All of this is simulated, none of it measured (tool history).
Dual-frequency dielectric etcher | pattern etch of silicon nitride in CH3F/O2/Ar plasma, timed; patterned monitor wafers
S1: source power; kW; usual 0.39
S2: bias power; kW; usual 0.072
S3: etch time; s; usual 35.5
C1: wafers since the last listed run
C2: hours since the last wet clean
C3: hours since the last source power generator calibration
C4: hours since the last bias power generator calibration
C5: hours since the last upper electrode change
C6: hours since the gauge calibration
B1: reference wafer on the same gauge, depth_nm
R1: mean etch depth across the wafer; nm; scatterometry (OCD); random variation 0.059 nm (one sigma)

run 1 day=0 | S1=0.42 S2=0.065 S3=35.5 | C1=0 C2=16.9 C3=1384.2 C4=1266.8 C5=2401.8 C6=429.3 | B1=23.5 | R1=23.3
run 2 day=1.258 | S1=0.42 S2=0.065 S3=35.5 | C1=525 C2=47.1 C3=1414.4 C4=1297 C5=2432 C6=459.5 | B1=23.51 | R1=23.41
run 3 day=2.675 | S1=0.36 S2=0.072 S3=28.5 | C1=591 C2=81.1 C3=1448.4 C4=1331 C5=2466 C6=493.5 | B1=23.5 | R1=17.67
run 4 day=3.7 | S1=0.36 S2=0.072 S3=28.5 | C1=427 C2=105.7 C3=1473 C4=1355.6 C5=2490.6 C6=518.1 | B1=23.51 | R1=17.69
run 5 day=11.475 | S1=0.36 S2=0.072 S3=35.5 | C1=3243 C2=292.3 C3=1659.6 C4=1542.2 C5=2677.2 C6=704.7 | B1=23.52 | R1=21.82
run 6 day=13.242 | S1=0.42 S2=0.072 S3=35.5 | C1=737 C2=334.7 C3=1702 C4=1584.6 C5=2719.6 C6=747.1 | B1=23.49 | R1=23.84
run 7 day=14.571 | S1=0.39 S2=0.072 S3=35.5 | C1=554 C2=366.6 C3=1733.9 C4=1616.5 C5=2751.5 C6=779 | B1=23.5 | R1=22.84
-- day=14.929 gauge calibrated
run 8 day=16.242 | S1=0.39 S2=0.072 S3=35.5 | C1=697 C2=406.7 C3=1774 C4=1656.6 C5=2791.6 C6=31.5 | B1=23.5 | R1=22.93
run 9 day=17.433 | S1=0.39 S2=0.072 S3=35.5 | C1=497 C2=435.3 C3=1802.6 C4=1685.2 C5=2820.2 C6=60.1 | B1=23.49 | R1=22.86
run 10 day=18.892 | S1=0.35 S2=0.072 S3=25.5 | C1=608 C2=470.3 C3=1837.6 C4=1720.2 C5=2855.2 C6=95.1 | B1=23.5 | R1=15.45

Run 11 comes next. What will it give?
-- day=20.308 bias power generator calibrated
run 11 day=20.329 | S1=0.39 S2=0.072 S3=35.5 | C1=530 C2=504.8 C3=1872.1 C4=0.5 C5=2889.7 C6=129.6 | B1=? | R1=?

Run 11 gave B1 23.52, R1 22.8 nm.
Without the tool's hidden state the same run would have given R1 22.99 nm.
